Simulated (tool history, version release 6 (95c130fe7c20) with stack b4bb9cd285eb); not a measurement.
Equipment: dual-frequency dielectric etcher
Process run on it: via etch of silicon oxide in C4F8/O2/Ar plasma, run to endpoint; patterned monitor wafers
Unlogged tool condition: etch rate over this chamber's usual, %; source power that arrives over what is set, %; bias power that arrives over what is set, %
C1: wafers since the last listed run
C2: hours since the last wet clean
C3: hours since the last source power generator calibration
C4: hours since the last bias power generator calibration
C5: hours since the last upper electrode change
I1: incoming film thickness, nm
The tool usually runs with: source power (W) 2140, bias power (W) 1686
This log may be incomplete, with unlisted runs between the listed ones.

run 1 hour=0 | source_power_(W)=2140 bias_power_(W)=1686 | C1=0 C2=192.3 C3=453.5 C4=2693 C5=3976.4 | I1=1317.6 | endpoint_time_(s)=246.2
run 2 hour=84.5 | source_power_(W)=2140 bias_power_(W)=1686 | C1=246 C2=276.8 C3=538 C4=2777.5 C5=4060.9 | I1=1310.4 | endpoint_time_(s)=244.9
run 3 hour=127.8 | source_power_(W)=2140 bias_power_(W)=1686 | C1=126 C2=320.1 C3=581.3 C4=2820.8 C5=4104.2 | I1=1310.6 | endpoint_time_(s)=243
-- hour=176.8 wet clean of the chamber
run 4 hour=188.4 | source_power_(W)=2140 bias_power_(W)=1686 | C1=106 C2=11.6 C3=641.9 C4=2881.4 C5=4164.8 | I1=1306.9 | endpoint_time_(s)=251.3
run 5 hour=291.8 | source_power_(W)=2140 bias_power_(W)=1686 | C1=301 C2=115 C3=745.3 C4=2984.8 C5=4268.2 | I1=1306.3 | endpoint_time_(s)=245.5
run 6 hour=331.7 | source_power_(W)=2380 bias_power_(W)=1686 | C1=116 C2=154.9 C3=785.2 C4=3024.7 C5=4308.1 | I1=1316.9 | endpoint_time_(s)=236.9
run 7 hour=437.2 | source_power_(W)=2140 bias_power_(W)=1389 | C1=307 C2=260.4 C3=890.7 C4=3130.2 C5=4413.6 | I1=1321 | endpoint_time_(s)=259.7
-- hour=542.3 bias power generator calibrated
-- hour=545 wet clean of the chamber
run 8 hour=545.5 | source_power_(W)=2140 bias_power_(W)=1475 | C1=296 C2=0.5 C3=999 C4=3.2 C5=4521.9 | I1=1322.3 | endpoint_time_(s)=268.3
run 9 hour=642.3 | source_power_(W)=2140 bias_power_(W)=1475 | C1=282 C2=97.3 C3=1095.8 C4=100 C5=4618.7 | I1=1300.8 | endpoint_time_(s)=263.2
run 10 hour=721.7 | source_power_(W)=2140 bias_power_(W)=1686 | C1=231 C2=176.7 C3=1175.2 C4=179.4 C5=4698.1 | I1=1306.9 | endpoint_time_(s)=243.1
-- hour=755.7 upper electrode replaced
run 11 hour=795.6 | source_power_(W)=1740 bias_power_(W)=1901 | C1=145 C2=250.6 C3=1249.1 C4=253.3 C5=39.9 | I1=1304.9 | endpoint_time_(s)=249.8
run 12 hour=877.3 | source_power_(W)=1750 bias_power_(W)=1861 | C1=238 C2=332.3 C3=1330.8 C4=335 C5=121.6 | I1=1303.8 | endpoint_time_(s)=244.9
-- hour=967.1 wet clean of the chamber
run 13 hour=967.6 | source_power_(W)=1750 bias_power_(W)=1861 | C1=193 C2=0.5 C3=1421.1 C4=425.3 C5=211.9 | I1=1311.1 | endpoint_time_(s)=255.2
run 14 hour=1043.7 | source_power_(W)=2140 bias_power_(W)=1686 | C1=221 C2=76.6 C3=1497.2 C4=501.4 C5=288 | I1=1311.2 | endpoint_time_(s)=243.6
run 15 hour=1147.8 | source_power_(W)=2400 bias_power_(W)=1301 | C1=303 C2=180.7 C3=1601.3 C4=605.5 C5=392.1 | I1=1313.3 | endpoint_time_(s)=257.9
-- hour=1155.8 source power generator calibrated
run 16 hour=1191.7 | source_power_(W)=2400 bias_power_(W)=1844 | C1=116 C2=224.6 C3=35.9 C4=649.4 C5=436 | I1=1312.4 | endpoint_time_(s)=231.4
-- hour=1403.7 wet clean of the chamber
run 17 hour=1404.2 | source_power_(W)=2490 bias_power_(W)=1892 | C1=549 C2=0.5 C3=248.4 C4=861.9 C5=648.5 | I1=1315.3 | endpoint_time_(s)=232.9
run 18 hour=1494.9 | source_power_(W)=2140 bias_power_(W)=1876 | C1=264 C2=91.2 C3=339.1 C4=952.6 C5=739.2 | I1=1306 | endpoint_time_(s)=240.1
run 19 hour=1559.3 | source_power_(W)=2140 bias_power_(W)=1475 | C1=187 C2=155.6 C3=403.5 C4=1017 C5=803.6 | I1=1318.6 | endpoint_time_(s)=257.9

Forecast each of these 5 alternatives for the next run:
run A hour=1559.8 | source_power_(W)=2350 bias_power_(W)=1686 | C1=1 C2=156.1 C3=404 C4=1017.5 C5=804.1 | I1=1318.9 | endpoint_time_(s)=?
run B hour=1559.8 | source_power_(W)=2370 bias_power_(W)=1882 | C1=1 C2=156.1 C3=404 C4=1017.5 C5=804.1 | I1=1318.9 | endpoint_time_(s)=?
run C hour=1559.8 | source_power_(W)=2320 bias_power_(W)=1686 | C1=1 C2=156.1 C3=404 C4=1017.5 C5=804.1 | I1=1318.9 | endpoint_time_(s)=?
run D hour=1559.8 | source_power_(W)=2140 bias_power_(W)=1889 | C1=1 C2=156.1 C3=404 C4=1017.5 C5=804.1 | I1=1318.9 | endpoint_time_(s)=?
run E hour=1559.8 | source_power_(W)=1630 bias_power_(W)=1441 | C1=1 C2=156.1 C3=404 C4=1017.5 C5=804.1 | I1=1318.9 | endpoint_time_(s)=?

run=A endpoint_time_(s)=245.2
run=B endpoint_time_(s)=235.7
run=C endpoint_time_(s)=246.1
run=D endpoint_time_(s)=242.4
run=E endpoint_time_(s)=286.7
What these runs would have given with no unlogged condition in the tool:
run=A endpoint_time_(s)=249.3
run=B endpoint_time_(s)=239.6
run=C endpoint_time_(s)=250.2
run=D endpoint_time_(s)=246.5
run=E endpoint_time_(s)=291.5

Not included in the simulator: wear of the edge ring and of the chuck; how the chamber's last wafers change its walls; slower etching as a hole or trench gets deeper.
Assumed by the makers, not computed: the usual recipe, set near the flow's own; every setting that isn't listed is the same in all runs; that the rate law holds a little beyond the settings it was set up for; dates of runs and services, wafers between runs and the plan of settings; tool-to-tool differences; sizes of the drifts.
